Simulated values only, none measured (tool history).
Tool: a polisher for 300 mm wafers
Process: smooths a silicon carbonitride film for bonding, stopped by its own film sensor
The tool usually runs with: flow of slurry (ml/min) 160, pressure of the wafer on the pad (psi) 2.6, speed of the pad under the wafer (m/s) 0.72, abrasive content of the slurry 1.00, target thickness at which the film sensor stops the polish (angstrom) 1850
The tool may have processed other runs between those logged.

| run | day | flow of slurry (ml/min) | pressure of the wafer on the pad (psi) | speed of the pad under the wafer (m/s) | abrasive content of the slurry | target thickness at which the film sensor stops the polish (angstrom) | wafers since the last listed run | wafers polished on this pad | hours since the slurry nozzle was cleaned | hours since the head pressure was calibrated | hours since the slurry blender was calibrated | incoming thickness of the incoming film, nm | time until the film sensor stopped the polish (s) |
|---|---|---|---|---|---|---|---|---|---|---|---|---|---|
| 1 | 0.000 | 160 | 2.6 | 0.72 | 1.00 | 1850 | 0 | 4 | 188.4 | 957.5 | 203.5 | 201.2 | 62.5 |
| 2 | 0.629 | 160 | 2.6 | 0.72 | 1.00 | 1850 | 164 | 169 | 203.5 | 972.6 | 218.6 | 198.5 | 52.8 |
| 3 | 1.067 | 160 | 2.6 | 0.72 | 1.00 | 1850 | 114 | 283 | 214.0 | 983.1 | 229.1 | 196.2 | 44.7 |
|  | 1.217 | slurry nozzle cleaned |
| 4 | 1.429 | 160 | 2.6 | 0.72 | 1.00 | 1850 | 83 | 367 | 5.1 | 991.8 | 237.8 | 198.5 | 54.5 |
| 5 | 2.012 | 160 | 2.6 | 0.72 | 1.00 | 1850 | 152 | 520 | 19.1 | 1005.8 | 251.8 | 200.5 | 60.8 |
| 6 | 2.275 | 160 | 1.9 | 0.72 | 1.00 | 1850 | 68 | 588 | 25.4 | 1012.1 | 258.1 | 204.4 | 104.1 |
| 7 | 2.704 | 160 | 1.9 | 0.72 | 1.00 | 1850 | 112 | 701 | 35.7 | 1022.4 | 268.4 | 199.4 | 78.2 |
| 8 | 3.221 | 160 | 1.9 | 0.72 | 1.00 | 1850 | 135 | 836 | 48.1 | 1034.8 | 280.8 | 198.2 | 72.4 |
| 9 | 3.858 | 160 | 2.6 | 0.72 | 0.70 | 1850 | 166 | 1002 | 63.4 | 1050.1 | 296.1 | 197.4 | 63.9 |
|  | 4.321 | slurry blender recalibrated |
| 10 | 4.342 | 160 | 3.1 | 0.96 | 0.75 | 1810 | 104 | 1107 | 75.0 | 1061.7 | 0.5 | 199.4 | 60.7 |
|  | 4.617 | worn pad replaced by a new one |
| 11 | 4.929 | 160 | 2.1 | 0.50 | 1.00 | 1850 | 110 | 81 | 89.1 | 1075.8 | 14.6 | 201.8 | 108.6 |
| 12 | 5.517 | 125 | 2.2 | 0.72 | 1.00 | 1850 | 153 | 235 | 103.2 | 1089.9 | 28.7 | 198.3 | 63.6 |
|  | 5.696 | head pressure recalibrated |
| 13 | 6.100 | 200 | 3.0 | 0.72 | 1.00 | 1850 | 130 | 366 | 117.2 | 9.7 | 42.7 | 198.4 | 45.0 |
| 14 | 7.621 | 160 | 2.6 | 0.72 | 1.00 | 1850 | 397 | 763 | 153.7 | 46.2 | 79.2 | 197.1 | 47.8 |
| 15 | 8.146 | 160 | 2.6 | 0.72 | 1.00 | 1900 | 137 | 901 | 166.3 | 58.8 | 91.8 | 202.1 | 47.6 |
| 16 | 8.712 | 160 | 2.6 | 0.82 | 1.00 | 1850 | 148 | 1049 | 179.9 | 72.4 | 105.4 | 198.7 | 49.2 |
|  | 9.571 | slurry nozzle cleaned |
|  | 10.592 | worn pad replaced by a new one |
| 17 | 10.929 | 185 | 2.6 | 0.72 | 1.20 | 1850 | 525 | 88 | 32.6 | 125.6 | 158.6 | 201.9 | 59.3 |
| 18 | 11.454 | 175 | 2.6 | 0.54 | 1.20 | 1850 | 137 | 225 | 45.2 | 138.2 | 171.2 | 199.6 | 67.0 |
| 19 | 12.146 | 140 | 2.6 | 0.48 | 1.00 | 1810 | 180 | 406 | 61.8 | 154.8 | 187.8 | 203.3 | 123.3 |
| 20 | 12.433 | 140 | 2.6 | 0.72 | 0.75 | 1850 | 75 | 481 | 68.7 | 161.7 | 194.7 | 198.2 | 63.8 |
| 21 | 13.054 | 160 | 2.6 | 0.72 | 1.00 | 1850 | 162 | 644 | 83.6 | 176.6 | 209.6 | 202.3 | 68.7 |
| 22 | 13.321 | 135 | 2.6 | 0.52 | 0.85 | 1810 | 69 | 713 | 90.0 | 183.0 | 216.0 | 199.9 | 108.9 |
| 23 | 14.042 | 160 | 2.3 | 0.72 | 0.85 | 1850 | 188 | 902 | 107.3 | 200.3 | 233.3 | 202.5 | 86.5 |
| 24 | 14.367 | 160 | 1.8 | 0.72 | 1.00 | 1850 | 84 | 987 | 115.1 | 208.1 | 241.1 | 197.8 | 71.8 |
| 25 | 14.667 | 160 | 2.6 | 0.98 | 1.00 | 1850 | 78 | 1065 | 122.3 | 215.3 | 248.3 | 202.7 | 54.6 |
| 26 | 15.167 | 160 | 2.6 | 0.72 | 1.00 | 1850 | 130 | 1196 | 134.3 | 227.3 | 260.3 | 197.8 | 50.3 |
| 27 | 15.596 | 125 | 2.6 | 0.72 | 1.00 | 1850 | 112 | 1308 | 144.6 | 237.6 | 270.6 | 197.3 | 49.9 |
| 28 | 15.921 | 160 | 2.6 | 0.72 | 1.00 | 1850 | 84 | 1393 | 152.4 | 245.4 | 278.4 | 198.6 | 53.6 |
|  | 16.433 | worn pad replaced by a new one |
| 29 | 16.454 | 160 | 2.0 | 0.52 | 0.90 | 1850 | 95 | 4 | 165.2 | 258.2 | 291.2 | 202.9 | 126.1 |
| 30 | 17.012 | 160 | 2.0 | 0.86 | 0.90 | 1900 | 145 | 150 | 178.6 | 271.6 | 304.6 | 198.5 | 39.6 |

Exercise: give the hidden state of the tool at every run:
removal rate lost through wear of the pad, %: 0 on each run
slurry flow missing at the pad, %: 0 on each run
deviation of the head's pressure from its setpoint, %: 0 on each run
abrasive missing from the slurry, %: 0 on each run

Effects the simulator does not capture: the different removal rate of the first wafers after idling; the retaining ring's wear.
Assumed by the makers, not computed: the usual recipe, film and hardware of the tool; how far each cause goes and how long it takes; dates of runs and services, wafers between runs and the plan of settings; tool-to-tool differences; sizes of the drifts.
